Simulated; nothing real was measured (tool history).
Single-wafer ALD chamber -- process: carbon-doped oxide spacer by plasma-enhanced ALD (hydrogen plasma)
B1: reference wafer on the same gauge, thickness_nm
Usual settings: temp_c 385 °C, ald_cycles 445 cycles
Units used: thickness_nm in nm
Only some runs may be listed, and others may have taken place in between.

{"run": 1, "day": 0.0, "temp_c": 385, "ald_cycles": 445, "B1": 19.442, "thickness_nm": 22.825}
{"run": 2, "day": 1.025, "temp_c": 385, "ald_cycles": 445, "B1": 19.403, "thickness_nm": 22.837}
{"run": 3, "day": 2.429, "temp_c": 385, "ald_cycles": 445, "B1": 19.366, "thickness_nm": 22.704}
{"run": 4, "day": 3.196, "temp_c": 391, "ald_cycles": 445, "B1": 19.344, "thickness_nm": 22.707}
{"run": 5, "day": 4.175, "temp_c": 391, "ald_cycles": 445, "B1": 19.329, "thickness_nm": 22.863}
{"run": 6, "day": 5.204, "temp_c": 391, "ald_cycles": 445, "B1": 19.331, "thickness_nm": 22.682}
{"run": 7, "day": 6.254, "temp_c": 385, "ald_cycles": 445, "B1": 19.296, "thickness_nm": 22.679}
{"run": 8, "day": 6.846, "temp_c": 385, "ald_cycles": 445, "B1": 19.27, "thickness_nm": 22.569}
{"run": 9, "day": 7.4, "temp_c": 385, "ald_cycles": 445, "B1": 19.296, "thickness_nm": 22.646}
{"day": 8.304, "done": "thermocouple changed; heater temperature recalibrated"}
{"run": 10, "day": 8.325, "temp_c": 375, "ald_cycles": 445, "B1": 19.275, "thickness_nm": 22.637}
{"run": 11, "day": 9.183, "temp_c": 385, "ald_cycles": 445, "B1": 19.205, "thickness_nm": 22.678}
{"run": 12, "day": 10.288, "temp_c": 375, "ald_cycles": 372, "B1": 19.227, "thickness_nm": 18.901}
{"run": 13, "day": 11.158, "temp_c": 371, "ald_cycles": 378, "B1": 19.203, "thickness_nm": 19.172}
{"day": 12.617, "done": "gauge calibrated"}
{"run": 14, "day": 14.054, "temp_c": 380, "ald_cycles": 359, "B1": 19.495, "thickness_nm": 18.423}
{"run": 15, "day": 15.279, "temp_c": 385, "ald_cycles": 445, "B1": 19.467, "thickness_nm": 22.932}
{"run": 16, "day": 16.2, "temp_c": 370, "ald_cycles": 482, "B1": 19.455, "thickness_nm": 24.756}
{"run": 17, "day": 16.842, "temp_c": 385, "ald_cycles": 507, "B1": 19.465, "thickness_nm": 26.217}
{"run": 18, "day": 17.612, "temp_c": 379, "ald_cycles": 517, "B1": 19.421, "thickness_nm": 26.546}
{"run": 19, "day": 18.775, "temp_c": 371, "ald_cycles": 530, "B1": 19.422, "thickness_nm": 27.194}
{"run": 20, "day": 20.104, "temp_c": 394, "ald_cycles": 396, "B1": 19.403, "thickness_nm": 20.425}
{"run": 21, "day": 20.846, "temp_c": 385, "ald_cycles": 361, "B1": 19.387, "thickness_nm": 18.487}

What the log doesn't show, run by run:
wafer temperature above the value expected at the setpoint (K): 0 across all the runs
H1: gauge reads high (%)
run=1 H1=-0.466
run=2 H1=-0.564
run=3 H1=-0.699
run=4 H1=-0.773
run=5 H1=-0.867
run=6 H1=-0.965
run=7 H1=-1.07
run=8 H1=-1.12
run=9 H1=-1.18
run=10 H1=-1.26
run=11 H1=-1.35
run=12 H1=-1.45
run=13 H1=-1.54
run=14 H1=0.0134
run=15 H1=-0.104
run=16 H1=-0.193
run=17 H1=-0.254
run=18 H1=-0.328
run=19 H1=-0.44
run=20 H1=-0.567
run=21 H1=-0.639

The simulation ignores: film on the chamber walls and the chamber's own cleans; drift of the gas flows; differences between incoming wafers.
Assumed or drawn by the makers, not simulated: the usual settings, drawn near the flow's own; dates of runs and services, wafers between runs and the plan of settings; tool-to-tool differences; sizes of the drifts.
